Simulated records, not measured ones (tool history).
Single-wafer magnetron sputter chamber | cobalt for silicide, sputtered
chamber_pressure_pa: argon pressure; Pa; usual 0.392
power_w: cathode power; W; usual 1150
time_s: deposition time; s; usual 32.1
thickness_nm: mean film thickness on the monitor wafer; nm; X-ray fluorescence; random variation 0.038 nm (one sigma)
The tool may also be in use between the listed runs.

run   hour  chamber_pressure_pa  power_w  time_s  read-back reference wafer on the same gauge, thickness_nm  thickness_nm
  1      0                0.392     1150    34.8                                                     15.401        18.614
  2   19.7                0.392     1150    34.8                                                     15.403        18.491
  3   45.3                0.392     1150    34.8                                                     15.403        18.489
  4   68.2                0.392     1150    32.1                                                     15.412         16.97
  5   97.1                0.392     1150    32.1                                                     15.387        17.043
  6  188.9                0.392     1150    32.1                                                     15.398        16.996
       205  -- sputter target and shields replaced
  7  207.9                0.392     1150    32.1                                                       15.4        17.158
  8  221.6                0.392     1150    32.1                                                     15.391        17.105
  9  254.1                0.392     1150    32.1                                                      15.39        17.128
 10  276.8                0.392     1150    32.1                                                     15.397        16.993
 11  308.2                0.392     1150    32.1                                                       15.4        16.995
 12  320.2                0.392     1150    32.1                                                     15.407        17.049
     352.9  -- magnet pack replaced
 13  353.4                0.392     1150    32.1                                                     15.411        16.998
 14  384.4                0.462     1050      34                                                     15.401        16.296
 15  411.3                0.439      900    26.6                                                     15.402        11.449
     425.5  -- sputter target and shields replaced
 16  436.5                0.392     1150    32.1                                                     15.402        17.198
 17  465.8                0.392     1150    27.6                                                     15.402         14.73
 18    479                0.464     1300    34.8                                                     15.407        19.901
 19  492.7                0.392     1350    29.4                                                     15.399        17.696
     494.1  -- gauge calibrated
 20  514.5                0.392     1150    32.1                                                     15.403        17.017
 21  527.7                 0.29      950    26.7                                                     15.414        12.694
     551.5  -- capacitance manometer re-zeroed and calibrated
 22    552                0.392     1150    32.1                                                     15.411        17.351
 23  569.4                  0.3     1150    38.2                                                     15.399        21.297
 24  592.6                0.392     1300      37                                                     15.399        22.051
 25  625.8                0.392     1150    32.1                                                     15.402        17.269

Run 26 comes next. What will it give?
 26   644                0.481     1000    32.1                                                          ?             ?

Run 26 gave read-back reference wafer on the same gauge, thickness_nm 15.402, thickness_nm 14.986 nm.
Without the tool's hidden state the same run would have given thickness_nm 15.244 nm.

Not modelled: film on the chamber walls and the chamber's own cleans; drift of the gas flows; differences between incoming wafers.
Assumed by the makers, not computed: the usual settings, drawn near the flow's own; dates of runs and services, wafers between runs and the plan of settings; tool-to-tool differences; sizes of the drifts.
